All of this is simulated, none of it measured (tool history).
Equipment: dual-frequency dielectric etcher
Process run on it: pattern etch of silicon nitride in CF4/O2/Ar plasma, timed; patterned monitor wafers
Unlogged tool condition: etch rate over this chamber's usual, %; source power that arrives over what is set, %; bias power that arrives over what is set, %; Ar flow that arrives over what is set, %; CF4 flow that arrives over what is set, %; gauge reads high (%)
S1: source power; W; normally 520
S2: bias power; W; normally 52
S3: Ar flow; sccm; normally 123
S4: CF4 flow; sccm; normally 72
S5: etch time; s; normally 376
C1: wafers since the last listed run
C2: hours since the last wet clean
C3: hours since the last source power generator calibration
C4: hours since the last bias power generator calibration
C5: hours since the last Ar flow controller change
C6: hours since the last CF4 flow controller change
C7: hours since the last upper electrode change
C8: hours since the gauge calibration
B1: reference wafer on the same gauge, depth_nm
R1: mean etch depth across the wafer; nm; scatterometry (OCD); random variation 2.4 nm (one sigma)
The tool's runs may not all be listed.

| run | hour | S1 | S2 | S3 | S4 | S5 | C1 | C2 | C3 | C4 | C5 | C6 | C7 | C8 | B1 | R1 |
|---|---|---|---|---|---|---|---|---|---|---|---|---|---|---|---|---|
| 1 | 0 | 520 | 52 | 123 | 72 | 326.5 | 0 | 488.2 | 3428.1 | 2333.7 | 2733.3 | 1206.6 | 2869.7 | 2496.8 | 703.9 | 583.9 |
| 2 | 107.7 | 520 | 52 | 123 | 72 | 376 | 461 | 595.9 | 3535.8 | 2441.4 | 2841 | 1314.3 | 2977.4 | 2604.5 | 703.6 | 675.1 |
| 3 | 158.5 | 520 | 52 | 123 | 72 | 376 | 217 | 646.7 | 3586.6 | 2492.2 | 2891.8 | 1365.1 | 3028.2 | 2655.3 | 705.1 | 676.5 |
|  | 202.7 | wet clean of the chamber |
| 4 | 227.8 | 520 | 52 | 123 | 72 | 376 | 194 | 25.1 | 3655.9 | 2561.5 | 2961.1 | 1434.4 | 3097.5 | 2724.6 | 702.9 | 656.8 |
|  | 273.5 | gauge calibrated |
| 5 | 275.4 | 520 | 52 | 123 | 72 | 376 | 203 | 72.7 | 3703.5 | 2609.1 | 3008.7 | 1482 | 3145.1 | 1.9 | 705.3 | 659.2 |
| 6 | 343.3 | 520 | 52 | 123 | 72 | 376 | 290 | 140.6 | 3771.4 | 2677 | 3076.6 | 1549.9 | 3213 | 69.8 | 704.4 | 661.2 |
| 7 | 410.7 | 520 | 64 | 131 | 72 | 376 | 288 | 208 | 3838.8 | 2744.4 | 3144 | 1617.3 | 3280.4 | 137.2 | 703.3 | 724 |
| 8 | 473.8 | 520 | 52 | 123 | 72 | 376 | 270 | 271.1 | 3901.9 | 2807.5 | 3207.1 | 1680.4 | 3343.5 | 200.3 | 703.8 | 667.8 |
| 9 | 527.4 | 520 | 52 | 111 | 72 | 271 | 229 | 324.7 | 3955.5 | 2861.1 | 3260.7 | 1734 | 3397.1 | 253.9 | 704.6 | 482.6 |
| 10 | 676.6 | 550 | 52 | 99 | 72 | 376 | 639 | 473.9 | 4104.7 | 3010.3 | 3409.9 | 1883.2 | 3546.3 | 403.1 | 704.1 | 705.2 |
|  | 730.5 | upper electrode replaced |
| 11 | 756 | 520 | 52 | 123 | 72 | 376 | 237 | 553.3 | 4184.1 | 3089.7 | 3489.3 | 1962.6 | 25.5 | 482.5 | 703.3 | 675.2 |
|  | 829.7 | source power generator calibrated |
|  | 831 | bias power generator calibrated |
| 12 | 835.7 | 520 | 52 | 123 | 72 | 376 | 318 | 633 | 6 | 4.7 | 3569 | 2042.3 | 105.2 | 562.2 | 705.4 | 671.5 |
|  | 883 | Ar flow controller replaced |
|  | 885.6 | wet clean of the chamber |
| 13 | 921.5 | 520 | 52 | 123 | 72 | 376 | 330 | 35.9 | 91.8 | 90.5 | 38.5 | 2128.1 | 191 | 648 | 704.5 | 663.7 |
| 14 | 969.5 | 520 | 52 | 123 | 72 | 376 | 205 | 83.9 | 139.8 | 138.5 | 86.5 | 2176.1 | 239 | 696 | 703.2 | 659.3 |
| 15 | 1025.6 | 570 | 64 | 123 | 72 | 376 | 240 | 140 | 195.9 | 194.6 | 142.6 | 2232.2 | 295.1 | 752.1 | 704.2 | 770.9 |
|  | 1154.4 | CF4 flow controller replaced |
| 16 | 1306.1 | 560 | 52 | 123 | 72 | 346.5 | 1175 | 420.5 | 476.4 | 475.1 | 423.1 | 151.7 | 575.6 | 1032.6 | 703.8 | 647.4 |
| 17 | 1412.5 | 590 | 52 | 95 | 55 | 376 | 455 | 526.9 | 582.8 | 581.5 | 529.5 | 258.1 | 682 | 1139 | 703.8 | 714.2 |
| 18 | 1450.1 | 520 | 52 | 104 | 72 | 376 | 161 | 564.5 | 620.4 | 619.1 | 567.1 | 295.7 | 719.6 | 1176.6 | 704.3 | 686.4 |
| 19 | 1499.6 | 450 | 52 | 123 | 57 | 376 | 212 | 614 | 669.9 | 668.6 | 616.6 | 345.2 | 769.1 | 1226.1 | 704.2 | 594.5 |
|  | 1540.7 | wet clean of the chamber |
| 20 | 1596.3 | 520 | 52 | 104 | 72 | 376 | 311 | 55.6 | 766.6 | 765.3 | 713.3 | 441.9 | 865.8 | 1322.8 | 704.1 | 677.2 |
| 21 | 1696.2 | 520 | 52 | 104 | 72 | 409.5 | 427 | 155.5 | 866.5 | 865.2 | 813.2 | 541.8 | 965.7 | 1422.7 | 703.4 | 733.4 |
| 22 | 1788 | 560 | 56 | 133 | 61 | 376 | 393 | 247.3 | 958.3 | 957 | 905 | 633.6 | 1057.5 | 1514.5 | 704.5 | 697.1 |

For each entry between runs, how does the tool's hidden state at the last listed run before it compare with that at the first listed run after it?
From run 3 to run 4: wet clean of the chamber (hour 202.7)
  etch rate over this chamber's usual, %: 2.73 -> 0.033
  measured result minus the result with no hidden state, R1: +17.9 -> +0.2 nm
From run 4 to run 5: gauge calibrated (hour 273.5)
  etch rate over this chamber's usual, %: 0.033 -> 0.211
  measured result minus the result with no hidden state, R1: +0.2 -> +1.4 nm
From run 10 to run 11: upper electrode replaced (hour 730.5)
  etch rate over this chamber's usual, %: 1.72 -> 2.01
  measured result minus the result with no hidden state, R1: +11.9 -> +13.4 nm
From run 11 to run 12: source power generator calibrated (hour 829.7); bias power generator calibrated (hour 831)
  etch rate over this chamber's usual, %: 2.01 -> 2.31
  measured result minus the result with no hidden state, R1: +13.4 -> +15.2 nm
From run 12 to run 13: Ar flow controller replaced (hour 883); wet clean of the chamber (hour 885.6)
  etch rate over this chamber's usual, %: 2.31 -> 0.294
  measured result minus the result with no hidden state, R1: +15.2 -> +2 nm
From run 15 to run 16: CF4 flow controller replaced (hour 1154.4)
  etch rate over this chamber's usual, %: 0.684 -> 1.74
  measured result minus the result with no hidden state, R1: +5.3 -> +11.1 nm
From run 19 to run 20: wet clean of the chamber (hour 1540.7)
  etch rate over this chamber's usual, %: 2.46 -> 0.408
  measured result minus the result with no hidden state, R1: +14.3 -> +2.8 nm
